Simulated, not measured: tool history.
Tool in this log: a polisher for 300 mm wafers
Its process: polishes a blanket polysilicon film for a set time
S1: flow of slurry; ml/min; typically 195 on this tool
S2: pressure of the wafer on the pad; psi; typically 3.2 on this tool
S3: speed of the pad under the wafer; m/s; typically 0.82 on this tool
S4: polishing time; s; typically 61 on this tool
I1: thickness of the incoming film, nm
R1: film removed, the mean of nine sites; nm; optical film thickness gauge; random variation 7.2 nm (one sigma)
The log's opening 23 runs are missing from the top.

run,hour,S1,S2,S3,S4,I1,R1
# hour 689.0: slurry nozzle cleaned
24,702.0,225,3.2,0.82,61,1660.3,517.8
25,726.9,160,3.7,0.74,42,1658.7,371.1
26,755.0,195,3.2,0.82,61,1662.1,513.2
# hour 762.7: worn pad replaced by a new one
27,775.1,230,3.9,0.82,61,1678.5,633.0
28,807.6,195,3.2,0.82,41,1655.9,353.3
29,831.8,195,3.2,0.82,61,1689.5,529.2
30,851.1,240,3.2,0.82,56,1638.7,491.6
31,882.9,160,3.5,1.06,78,1671.0,905.4
32,911.3,195,3.2,0.82,61,1677.7,517.8
33,946.8,195,3.5,0.94,54,1694.0,581.0
# hour 961.5: slurry nozzle cleaned
34,963.7,195,3.2,0.82,61,1677.9,518.4
# hour 988.3: worn pad replaced by a new one
35,997.5,195,2.5,0.82,61,1682.1,410.7
36,1045.0,235,4.1,0.82,61,1645.0,692.4

Consider 5 possible next runs. They are alternatives, not a sequence: every one starts from the tool as it was left by run 36. What does each give?
A,1045.4,195,3.2,0.82,61,1690.6,?
B,1045.4,265,2.1,0.82,53,1690.6,?
C,1045.4,195,2.3,0.64,61,1690.6,?
D,1045.4,195,2.8,0.82,53,1690.6,?
E,1045.4,175,3.2,0.82,56,1690.6,?

run,R1
A,540.8
B,317.8
C,314.5
D,411.1
E,490.5
With the hidden condition removed and each run's random variation left untouched, the same runs would have given:
run,R1
A,512.4
B,301.1
C,298.0
D,389.5
E,464.8
